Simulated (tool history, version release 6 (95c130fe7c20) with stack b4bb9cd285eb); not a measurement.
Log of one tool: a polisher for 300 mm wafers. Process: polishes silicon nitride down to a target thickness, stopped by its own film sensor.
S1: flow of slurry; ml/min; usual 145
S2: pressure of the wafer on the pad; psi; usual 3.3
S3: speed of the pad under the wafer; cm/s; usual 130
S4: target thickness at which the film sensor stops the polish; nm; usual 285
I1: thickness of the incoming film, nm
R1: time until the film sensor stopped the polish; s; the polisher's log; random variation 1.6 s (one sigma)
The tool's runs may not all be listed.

Run 1, hour 0.0: usual settings but S1 175 ml/min, S2 2.5 psi; I1 512.5. Result: R1 180.3 s.
Run 2, hour 12.6: usual settings but S1 175 ml/min, S2 2.5 psi; I1 510.3. Result: R1 180.0 s.
Run 3, hour 23.6: usual settings; I1 513.9. Result: R1 147.2 s.
Run 4, hour 39.7: usual settings; I1 515.7. Result: R1 151.0 s.
Run 5, hour 53.6: usual settings; I1 519.6. Result: R1 155.0 s.
Run 6, hour 71.6: usual settings; I1 515.6. Result: R1 159.3 s.
Run 7, hour 86.9: usual settings; I1 505.7. Result: R1 153.4 s.
Run 8, hour 94.1: usual settings; I1 511.3. Result: R1 159.2 s.
Run 9, hour 100.9: usual settings; I1 502.6. Result: R1 152.2 s.
At hour 105.2: worn pad replaced by a new one.
Run 10, hour 113.4: usual settings; I1 504.0. Result: R1 141.3 s.
Run 11, hour 130.1: usual settings; I1 515.6. Result: R1 153.0 s.
Run 12, hour 143.3: usual settings; I1 502.2. Result: R1 146.3 s.
Run 13, hour 150.3: usual settings but S2 2.9 psi, S3 144 cm/s; I1 506.7. Result: R1 156.8 s.
Run 14, hour 159.0: usual settings but S3 150 cm/s; I1 500.4. Result: R1 133.3 s.
At hour 168.7: head pressure recalibrated.
Run 15, hour 175.0: usual settings; I1 509.6. Result: R1 155.6 s.
Run 16, hour 190.4: usual settings but S1 120 ml/min, S2 2.5 psi, S4 259 nm; I1 499.8. Result: R1 229.5 s.
Run 17, hour 196.9: usual settings but S1 180 ml/min, S2 4.0 psi, S3 156 cm/s; I1 518.2. Result: R1 117.7 s.
At hour 203.0: worn pad replaced by a new one.
At hour 212.4: slurry nozzle cleaned.
Run 18, hour 213.4: usual settings but S2 4.0 psi, S3 100 cm/s, S4 240 nm; I1 505.4. Result: R1 173.1 s.
Run 19, hour 221.8: usual settings; I1 502.6. Result: R1 144.5 s.
Run 20, hour 232.2: usual settings but S1 170 ml/min, S2 3.9 psi, S3 158 cm/s, S4 353 nm; I1 503.8. Result: R1 72.6 s.
Run 21, hour 238.7: usual settings but S4 349 nm; I1 518.7. Result: R1 113.5 s.
Run 22, hour 249.8: usual settings but S1 175 ml/min, S3 160 cm/s; I1 508.5. Result: R1 126.5 s.
Run 23, hour 265.0: usual settings but S2 2.9 psi, S3 144 cm/s; I1 509.2. Result: R1 165.2 s.
Run 24, hour 278.8: usual settings but S4 359 nm; I1 508.3. Result: R1 106.3 s.

5 ways to go on from here, each from the tool as it stands after run 24. What would each give?
Run A, hour 279.3: usual settings; I1 504.8. Result: R1 ?.
Run B, hour 279.3: usual settings but S1 125 ml/min; I1 504.8. Result: R1 ?.
Run C, hour 279.3: usual settings but S1 190 ml/min, S2 2.7 psi; I1 504.8. Result: R1 ?.
Run D, hour 279.3: usual settings but S1 105 ml/min, S3 164 cm/s; I1 504.8. Result: R1 ?.
Run E, hour 279.3: usual settings but S1 105 ml/min; I1 504.8. Result: R1 ?.

run     R1
  A  150.5
  B  155.3
  C  173.1
  D  138.1
  E  162.4
Without the tool's hidden state the same runs would have given:
run     R1
  A  134.1
  B  138.4
  C  154.2
  D  123.0
  E  144.7
